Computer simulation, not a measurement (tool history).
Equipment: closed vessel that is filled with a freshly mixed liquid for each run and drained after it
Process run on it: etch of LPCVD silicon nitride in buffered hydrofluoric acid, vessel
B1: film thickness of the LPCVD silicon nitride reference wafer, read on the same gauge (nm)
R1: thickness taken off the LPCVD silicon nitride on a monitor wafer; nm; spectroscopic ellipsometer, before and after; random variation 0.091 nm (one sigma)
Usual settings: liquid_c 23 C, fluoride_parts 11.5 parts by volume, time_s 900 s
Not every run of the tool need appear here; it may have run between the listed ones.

run 1 hour=0 | liquid_c=25 fluoride_parts=14 time_s=900 | B1=49.97 | R1=9.5
run 2 hour=61.1 | liquid_c=23 fluoride_parts=11.5 time_s=900 | B1=50.01 | R1=10.17
run 3 hour=135 | liquid_c=20.5 fluoride_parts=11.5 time_s=900 | B1=50.02 | R1=8.88
-- hour=173.4 thermometer replaced
run 4 hour=240.6 | liquid_c=20.5 fluoride_parts=11.5 time_s=900 | B1=50.01 | R1=8.93
run 5 hour=329.3 | liquid_c=20.5 fluoride_parts=11.5 time_s=900 | B1=49.94 | R1=8.87
run 6 hour=406.2 | liquid_c=23 fluoride_parts=11.5 time_s=900 | B1=49.99 | R1=10.2
run 7 hour=469.4 | liquid_c=23 fluoride_parts=11.5 time_s=900 | B1=50.02 | R1=10.33
run 8 hour=568.7 | liquid_c=23 fluoride_parts=11.5 time_s=900 | B1=49.99 | R1=10.34
run 9 hour=615.9 | liquid_c=23 fluoride_parts=11.5 time_s=900 | B1=50 | R1=10.49
run 10 hour=709.6 | liquid_c=23 fluoride_parts=11.5 time_s=900 | B1=50 | R1=10.21
run 11 hour=756.1 | liquid_c=27 fluoride_parts=8 time_s=1140 | B1=50.02 | R1=22.28
run 12 hour=841.7 | liquid_c=18.5 fluoride_parts=11.5 time_s=1355 | B1=50 | R1=11.96
run 13 hour=894.6 | liquid_c=23 fluoride_parts=11.5 time_s=900 | B1=49.97 | R1=10.31
run 14 hour=957.9 | liquid_c=23 fluoride_parts=8 time_s=1070 | B1=49.99 | R1=17.16
-- hour=1003 hydrofluoric acid flow meter replaced
run 15 hour=1046.3 | liquid_c=23 fluoride_parts=11.5 time_s=900 | B1=50.05 | R1=10.34
run 16 hour=1111.3 | liquid_c=23 fluoride_parts=11.5 time_s=535 | B1=49.97 | R1=6.02
run 17 hour=1214.1 | liquid_c=23 fluoride_parts=11.5 time_s=900 | B1=49.97 | R1=10.2
run 18 hour=1250.7 | liquid_c=27 fluoride_parts=13 time_s=390 | B1=50 | R1=4.88
run 19 hour=1329.7 | liquid_c=23 fluoride_parts=10 time_s=660 | B1=49.98 | R1=8.64
run 20 hour=1378.3 | liquid_c=23 fluoride_parts=13 time_s=900 | B1=50 | R1=9.06
run 21 hour=1473.7 | liquid_c=23 fluoride_parts=11.5 time_s=900 | B1=50.01 | R1=10.2
-- hour=1503 gauge calibrated
run 22 hour=1527 | liquid_c=20 fluoride_parts=11.5 time_s=1160 | B1=50 | R1=11.13
run 23 hour=1610.3 | liquid_c=20 fluoride_parts=8 time_s=1110 | B1=50.02 | R1=14.85
run 24 hour=1660.8 | liquid_c=23 fluoride_parts=11.5 time_s=900 | B1=50.02 | R1=10.32
run 25 hour=1721.7 | liquid_c=18 fluoride_parts=8.5 time_s=1260 | B1=49.99 | R1=14.04
run 26 hour=1827.3 | liquid_c=19.5 fluoride_parts=12.5 time_s=1195 | B1=50.05 | R1=10.38
run 27 hour=1908.4 | liquid_c=23 fluoride_parts=11.5 time_s=900 | B1=50.02 | R1=10.24
run 28 hour=1951.1 | liquid_c=25 fluoride_parts=14 time_s=900 | B1=49.97 | R1=9.42
run 29 hour=2027.7 | liquid_c=18 fluoride_parts=8.5 time_s=900 | B1=50.05 | R1=10.33
run 30 hour=2093.5 | liquid_c=23 fluoride_parts=9.5 time_s=1340 | B1=50.02 | R1=17.99
run 31 hour=2193 | liquid_c=23 fluoride_parts=11.5 time_s=900 | B1=50.01 | R1=10.25
run 32 hour=2233.5 | liquid_c=23 fluoride_parts=11.5 time_s=900 | B1=50 | R1=10.32

What was the tool's hidden state at every run in the log?
liquid hotter than its thermometer reads (K): 0 across all the runs
hydrofluoric acid flow above the setpoint (%): 0 across all the runs
gauge reads high (%): 0 across all the runs
